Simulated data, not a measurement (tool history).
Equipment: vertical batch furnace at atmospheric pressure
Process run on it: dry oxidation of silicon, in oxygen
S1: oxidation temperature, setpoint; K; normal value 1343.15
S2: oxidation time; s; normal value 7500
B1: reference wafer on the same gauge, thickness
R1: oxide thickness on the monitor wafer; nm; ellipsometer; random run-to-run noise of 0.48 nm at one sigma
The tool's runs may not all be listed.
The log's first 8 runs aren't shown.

Run 9, day 14.696: usual settings; B1 163.92. Result: R1 161.63 nm.
Run 10, day 17.379: usual settings but S1 1332.15 K; B1 164.21. Result: R1 152.10 nm.
Run 11, day 18.662: usual settings but S1 1332.15 K; B1 163.97. Result: R1 152.68 nm.
Run 12, day 20.417: usual settings but S1 1355.15 K; B1 163.99. Result: R1 174.82 nm.
Run 13, day 22.583: usual settings but S1 1355.15 K; B1 163.89. Result: R1 175.10 nm.
At day 23.962: gauge calibrated.
Run 14, day 24.496: usual settings; B1 164.03. Result: R1 162.16 nm.
At day 26.317: thermocouples replaced and temperature profile calibrated.
Run 15, day 26.338: usual settings; B1 163.79. Result: R1 157.66 nm.
Run 16, day 30.146: usual settings; B1 164.01. Result: R1 158.93 nm.
Run 17, day 31.833: usual settings but S1 1325.15 K, S2 10740 s; B1 164.13. Result: R1 176.84 nm.
Run 18, day 34.342: usual settings but S1 1330.15 K, S2 4050 s; B1 163.93. Result: R1 100.51 nm.

Predict the results of run 19:
Run 19, day 36.742: usual settings; B1 ?. Result: R1 ?.

B1: 163.93
R1: 159.23 nm
With no hidden state in the tool, this same run would have given R1 157.89 nm.
